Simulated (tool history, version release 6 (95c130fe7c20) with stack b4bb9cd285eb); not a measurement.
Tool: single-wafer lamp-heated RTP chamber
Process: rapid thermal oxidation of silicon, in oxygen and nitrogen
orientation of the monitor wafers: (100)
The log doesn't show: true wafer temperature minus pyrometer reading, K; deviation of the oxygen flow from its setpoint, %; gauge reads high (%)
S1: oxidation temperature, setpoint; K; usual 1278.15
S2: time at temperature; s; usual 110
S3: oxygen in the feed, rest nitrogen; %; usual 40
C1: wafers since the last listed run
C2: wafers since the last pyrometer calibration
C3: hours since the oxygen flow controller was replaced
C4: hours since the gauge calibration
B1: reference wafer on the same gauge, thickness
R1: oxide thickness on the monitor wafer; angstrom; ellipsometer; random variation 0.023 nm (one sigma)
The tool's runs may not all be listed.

{"run": 1, "hour": 0.0, "S1": 1278.15, "S2": 74, "S3": 40, "C1": 0, "C2": 7004, "C3": 4469.6, "C4": 556.9, "B1": 5.791, "R1": 60.94}
{"hour": 17.3, "done": "pyrometer window cleaned and pyrometer calibrated"}
{"run": 2, "hour": 63.6, "S1": 1278.15, "S2": 74, "S3": 40, "C1": 471, "C2": 392, "C3": 4533.2, "C4": 620.5, "B1": 5.792, "R1": 59.35}
{"run": 3, "hour": 137.0, "S1": 1278.15, "S2": 149, "S3": 40, "C1": 621, "C2": 1014, "C3": 4606.6, "C4": 693.9, "B1": 5.791, "R1": 80.88}
{"run": 4, "hour": 173.9, "S1": 1278.15, "S2": 149, "S3": 40, "C1": 312, "C2": 1327, "C3": 4643.5, "C4": 730.8, "B1": 5.79, "R1": 80.71}
{"run": 5, "hour": 236.1, "S1": 1278.15, "S2": 149, "S3": 40, "C1": 527, "C2": 1854, "C3": 4705.7, "C4": 793.0, "B1": 5.787, "R1": 81.15}
{"run": 6, "hour": 288.6, "S1": 1278.15, "S2": 110, "S3": 40, "C1": 444, "C2": 2299, "C3": 4758.2, "C4": 845.5, "B1": 5.79, "R1": 70.89}
{"run": 7, "hour": 329.6, "S1": 1278.15, "S2": 110, "S3": 40, "C1": 347, "C2": 2646, "C3": 4799.2, "C4": 886.5, "B1": 5.786, "R1": 71.19}
{"run": 8, "hour": 427.3, "S1": 1278.15, "S2": 110, "S3": 40, "C1": 827, "C2": 3474, "C3": 4896.9, "C4": 984.2, "B1": 5.791, "R1": 70.94}
{"run": 9, "hour": 504.5, "S1": 1278.15, "S2": 110, "S3": 40, "C1": 654, "C2": 4128, "C3": 4974.1, "C4": 1061.4, "B1": 5.789, "R1": 71.21}
{"run": 10, "hour": 609.2, "S1": 1278.15, "S2": 110, "S3": 40, "C1": 887, "C2": 5015, "C3": 5078.8, "C4": 1166.1, "B1": 5.79, "R1": 71.59}
{"run": 11, "hour": 667.0, "S1": 1278.15, "S2": 110, "S3": 40, "C1": 489, "C2": 5505, "C3": 5136.6, "C4": 1223.9, "B1": 5.786, "R1": 71.62}
{"hour": 703.1, "done": "pyrometer window cleaned and pyrometer calibrated"}
{"hour": 721.1, "done": "gauge calibrated"}
{"run": 12, "hour": 726.3, "S1": 1249.15, "S2": 164, "S3": 50, "C1": 434, "C2": 196, "C3": 5195.9, "C4": 5.2, "B1": 5.794, "R1": 73.94}
{"run": 13, "hour": 818.9, "S1": 1278.15, "S2": 110, "S3": 40, "C1": 784, "C2": 981, "C3": 5288.5, "C4": 97.8, "B1": 5.785, "R1": 71.08}
{"run": 14, "hour": 914.1, "S1": 1289.15, "S2": 73, "S3": 27, "C1": 806, "C2": 1787, "C3": 5383.7, "C4": 193.0, "B1": 5.785, "R1": 56.21}
{"run": 15, "hour": 982.1, "S1": 1261.15, "S2": 58, "S3": 17, "C1": 576, "C2": 2364, "C3": 5451.7, "C4": 261.0, "B1": 5.787, "R1": 38.22}
{"run": 16, "hour": 1062.2, "S1": 1278.15, "S2": 110, "S3": 40, "C1": 678, "C2": 3042, "C3": 5531.8, "C4": 341.1, "B1": 5.789, "R1": 71.33}
{"hour": 1122.3, "done": "oxygen flow controller replaced"}
{"run": 17, "hour": 1137.1, "S1": 1278.15, "S2": 149, "S3": 62, "C1": 566, "C2": 3609, "C3": 14.8, "C4": 416.0, "B1": 5.786, "R1": 94.56}
{"run": 18, "hour": 1182.8, "S1": 1260.15, "S2": 85, "S3": 40, "C1": 387, "C2": 3997, "C3": 60.5, "C4": 461.7, "B1": 5.794, "R1": 56.18}
{"run": 19, "hour": 1252.9, "S1": 1278.15, "S2": 135, "S3": 17, "C1": 594, "C2": 4591, "C3": 130.6, "C4": 531.8, "B1": 5.791, "R1": 58.79}
{"run": 20, "hour": 1291.5, "S1": 1296.15, "S2": 129, "S3": 40, "C1": 327, "C2": 4918, "C3": 169.2, "C4": 570.4, "B1": 5.79, "R1": 87.27}
{"hour": 1361.1, "done": "pyrometer window cleaned and pyrometer calibrated"}
{"run": 21, "hour": 1361.6, "S1": 1296.15, "S2": 110, "S3": 53, "C1": 526, "C2": 4, "C3": 239.3, "C4": 640.5, "B1": 5.791, "R1": 88.49}
{"run": 22, "hour": 1416.6, "S1": 1269.15, "S2": 133, "S3": 17, "C1": 466, "C2": 470, "C3": 294.3, "C4": 695.5, "B1": 5.791, "R1": 54.43}

Forecast each of these 3 alternatives for the next run:
{"run": "A", "hour": 1417.1, "S1": 1278.15, "S2": 110, "S3": 40, "C1": 4, "C2": 474, "C3": 294.8, "C4": 696.0, "B1": "?", "R1": "?"}
{"run": "B", "hour": 1417.1, "S1": 1292.15, "S2": 110, "S3": 58, "C1": 4, "C2": 474, "C3": 294.8, "C4": 696.0, "B1": "?", "R1": "?"}
{"run": "C", "hour": 1417.1, "S1": 1248.15, "S2": 90, "S3": 52, "C1": 4, "C2": 474, "C3": 294.8, "C4": 696.0, "B1": "?", "R1": "?"}

run=A B1=5.794 R1=70.41
run=B B1=5.794 R1=88.66
run=C B1=5.794 R1=56.88
Without the tool's hidden state the same runs would have given:
run=A R1=70.20
run=B R1=88.40
run=C R1=56.72

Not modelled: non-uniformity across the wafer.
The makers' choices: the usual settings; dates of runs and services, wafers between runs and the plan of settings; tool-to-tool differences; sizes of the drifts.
